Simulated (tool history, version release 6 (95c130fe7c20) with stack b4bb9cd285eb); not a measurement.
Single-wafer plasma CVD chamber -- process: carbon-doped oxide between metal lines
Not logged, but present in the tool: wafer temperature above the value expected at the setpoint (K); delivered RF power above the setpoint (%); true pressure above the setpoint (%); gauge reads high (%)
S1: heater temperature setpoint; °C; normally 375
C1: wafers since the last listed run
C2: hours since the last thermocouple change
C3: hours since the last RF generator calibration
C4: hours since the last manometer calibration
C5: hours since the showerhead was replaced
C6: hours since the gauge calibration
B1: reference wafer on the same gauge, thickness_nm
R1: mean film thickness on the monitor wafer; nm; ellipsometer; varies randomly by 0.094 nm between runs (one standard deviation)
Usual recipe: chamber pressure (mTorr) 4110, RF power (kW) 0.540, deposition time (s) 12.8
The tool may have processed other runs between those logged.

run 1 hour=0.0 | S1=365 chamber_pressure_(mTorr)=4110 RF_power_(kW)=0.540 deposition_time_(s)=12.8 | C1=0 C2=762.6 C3=2518.6 C4=2067.9 C5=3299.2 C6=128.5 | B1=58.501 | R1=64.947
run 2 hour=10.0 | S1=375 chamber_pressure_(mTorr)=4110 RF_power_(kW)=0.540 deposition_time_(s)=12.8 | C1=296 C2=772.6 C3=2528.6 C4=2077.9 C5=3309.2 C6=138.5 | B1=58.486 | R1=63.172
run 3 hour=22.0 | S1=375 chamber_pressure_(mTorr)=4110 RF_power_(kW)=0.540 deposition_time_(s)=12.8 | C1=356 C2=784.6 C3=2540.6 C4=2089.9 C5=3321.2 C6=150.5 | B1=58.501 | R1=63.134
run 4 hour=36.3 | S1=375 chamber_pressure_(mTorr)=4110 RF_power_(kW)=0.540 deposition_time_(s)=12.8 | C1=424 C2=798.9 C3=2554.9 C4=2104.2 C5=3335.5 C6=164.8 | B1=58.521 | R1=63.137
run 5 hour=47.0 | S1=375 chamber_pressure_(mTorr)=4480 RF_power_(kW)=0.540 deposition_time_(s)=12.8 | C1=317 C2=809.6 C3=2565.6 C4=2114.9 C5=3346.2 C6=175.5 | B1=58.508 | R1=63.795
run 6 hour=62.3 | S1=375 chamber_pressure_(mTorr)=4480 RF_power_(kW)=0.540 deposition_time_(s)=12.8 | C1=454 C2=824.9 C3=2580.9 C4=2130.2 C5=3361.5 C6=190.8 | B1=58.492 | R1=64.023
run 7 hour=69.0 | S1=375 chamber_pressure_(mTorr)=4110 RF_power_(kW)=0.540 deposition_time_(s)=12.8 | C1=198 C2=831.6 C3=2587.6 C4=2136.9 C5=3368.2 C6=197.5 | B1=58.513 | R1=63.350
run 8 hour=85.8 | S1=375 chamber_pressure_(mTorr)=4110 RF_power_(kW)=0.540 deposition_time_(s)=12.8 | C1=498 C2=848.4 C3=2604.4 C4=2153.7 C5=3385.0 C6=214.3 | B1=58.484 | R1=63.415
run 9 hour=95.7 | S1=375 chamber_pressure_(mTorr)=4110 RF_power_(kW)=0.540 deposition_time_(s)=12.8 | C1=293 C2=858.3 C3=2614.3 C4=2163.6 C5=3394.9 C6=224.2 | B1=58.518 | R1=63.334
run 10 hour=103.4 | S1=375 chamber_pressure_(mTorr)=4110 RF_power_(kW)=0.470 deposition_time_(s)=12.8 | C1=228 C2=866.0 C3=2622.0 C4=2171.3 C5=3402.6 C6=231.9 | B1=58.474 | R1=59.291
-- hour=109.5 gauge calibrated
-- hour=119.2 capacitance manometer re-zeroed and calibrated
run 11 hour=119.7 | S1=375 chamber_pressure_(mTorr)=4110 RF_power_(kW)=0.470 deposition_time_(s)=12.8 | C1=246 C2=882.3 C3=2638.3 C4=0.5 C5=3418.9 C6=10.2 | B1=58.473 | R1=59.160
run 12 hour=121.6 | S1=364 chamber_pressure_(mTorr)=4110 RF_power_(kW)=0.485 deposition_time_(s)=12.8 | C1=56 C2=884.2 C3=2640.2 C4=2.4 C5=3420.8 C6=12.1 | B1=58.498 | R1=62.024
run 13 hour=136.9 | S1=375 chamber_pressure_(mTorr)=4110 RF_power_(kW)=0.540 deposition_time_(s)=12.8 | C1=454 C2=899.5 C3=2655.5 C4=17.7 C5=3436.1 C6=27.4 | B1=58.506 | R1=63.274
-- hour=150.6 RF generator calibrated
run 14 hour=151.1 | S1=375 chamber_pressure_(mTorr)=3300 RF_power_(kW)=0.540 deposition_time_(s)=14.9 | C1=184 C2=913.7 C3=0.5 C4=31.9 C5=3450.3 C6=41.6 | B1=58.505 | R1=71.895
run 15 hour=152.2 | S1=375 chamber_pressure_(mTorr)=4110 RF_power_(kW)=0.540 deposition_time_(s)=12.8 | C1=32 C2=914.8 C3=1.6 C4=33.0 C5=3451.4 C6=42.7 | B1=58.506 | R1=63.244
run 16 hour=165.5 | S1=366 chamber_pressure_(mTorr)=4380 RF_power_(kW)=0.580 deposition_time_(s)=14.2 | C1=394 C2=928.1 C3=14.9 C4=46.3 C5=3464.7 C6=56.0 | B1=58.489 | R1=74.944
run 17 hour=176.6 | S1=375 chamber_pressure_(mTorr)=4110 RF_power_(kW)=0.450 deposition_time_(s)=12.8 | C1=329 C2=939.2 C3=26.0 C4=57.4 C5=3475.8 C6=67.1 | B1=58.504 | R1=58.225
run 18 hour=193.6 | S1=363 chamber_pressure_(mTorr)=4110 RF_power_(kW)=0.445 deposition_time_(s)=14.4 | C1=504 C2=956.2 C3=43.0 C4=74.4 C5=3492.8 C6=84.1 | B1=58.507 | R1=67.361
run 19 hour=206.7 | S1=375 chamber_pressure_(mTorr)=4110 RF_power_(kW)=0.540 deposition_time_(s)=12.8 | C1=388 C2=969.3 C3=56.1 C4=87.5 C5=3505.9 C6=97.2 | B1=58.501 | R1=63.471
-- hour=218.1 thermocouple changed; heater temperature recalibrated
run 20 hour=218.5 | S1=375 chamber_pressure_(mTorr)=4110 RF_power_(kW)=0.540 deposition_time_(s)=12.8 | C1=112 C2=0.4 C3=67.9 C4=99.3 C5=3517.7 C6=109.0 | B1=58.504 | R1=62.708
run 21 hour=231.8 | S1=389 chamber_pressure_(mTorr)=4110 RF_power_(kW)=0.540 deposition_time_(s)=14.3 | C1=394 C2=13.7 C3=81.2 C4=112.6 C5=3531.0 C6=122.3 | B1=58.473 | R1=67.920
run 22 hour=241.5 | S1=375 chamber_pressure_(mTorr)=4480 RF_power_(kW)=0.540 deposition_time_(s)=12.8 | C1=287 C2=23.4 C3=90.9 C4=122.3 C5=3540.7 C6=132.0 | B1=58.503 | R1=63.370
-- hour=250.5 showerhead replaced
run 23 hour=257.9 | S1=375 chamber_pressure_(mTorr)=4110 RF_power_(kW)=0.580 deposition_time_(s)=14.4 | C1=249 C2=39.8 C3=107.3 C4=138.7 C5=7.4 C6=148.4 | B1=58.477 | R1=72.781
run 24 hour=276.0 | S1=375 chamber_pressure_(mTorr)=4110 RF_power_(kW)=0.585 deposition_time_(s)=11.7 | C1=537 C2=57.9 C3=125.4 C4=156.8 C5=25.5 C6=166.5 | B1=58.515 | R1=59.618
run 25 hour=291.0 | S1=375 chamber_pressure_(mTorr)=4110 RF_power_(kW)=0.540 deposition_time_(s)=12.8 | C1=445 C2=72.9 C3=140.4 C4=171.8 C5=40.5 C6=181.5 | B1=58.489 | R1=62.668
run 26 hour=308.9 | S1=386 chamber_pressure_(mTorr)=3770 RF_power_(kW)=0.540 deposition_time_(s)=14.0 | C1=531 C2=90.8 C3=158.3 C4=189.7 C5=58.4 C6=199.4 | B1=58.515 | R1=66.054
run 27 hour=325.2 | S1=375 chamber_pressure_(mTorr)=3300 RF_power_(kW)=0.540 deposition_time_(s)=12.8 | C1=483 C2=107.1 C3=174.6 C4=206.0 C5=74.7 C6=215.7 | B1=58.498 | R1=61.302

Forecast each of these 4 alternatives for the next run:
run A hour=325.6 | S1=383 chamber_pressure_(mTorr)=4110 RF_power_(kW)=0.540 deposition_time_(s)=12.8 | C1=11 C2=107.5 C3=175.0 C4=206.4 C5=75.1 C6=216.1 | B1=? | R1=?
run B hour=325.6 | S1=375 chamber_pressure_(mTorr)=4110 RF_power_(kW)=0.460 deposition_time_(s)=11.1 | C1=11 C2=107.5 C3=175.0 C4=206.4 C5=75.1 C6=216.1 | B1=? | R1=?
run C hour=325.6 | S1=388 chamber_pressure_(mTorr)=4110 RF_power_(kW)=0.540 deposition_time_(s)=12.8 | C1=11 C2=107.5 C3=175.0 C4=206.4 C5=75.1 C6=216.1 | B1=? | R1=?
run D hour=325.6 | S1=375 chamber_pressure_(mTorr)=4110 RF_power_(kW)=0.540 deposition_time_(s)=13.6 | C1=11 C2=107.5 C3=175.0 C4=206.4 C5=75.1 C6=216.1 | B1=? | R1=?

run=A B1=58.507 R1=61.559
run=B B1=58.507 R1=50.541
run=C B1=58.507 R1=60.892
run=D B1=58.507 R1=66.588
Take away the tool's hidden state, keep each run's random variation, and the runs would have read:
run=A R1=61.511
run=B R1=50.496
run=C R1=60.845
run=D R1=66.530
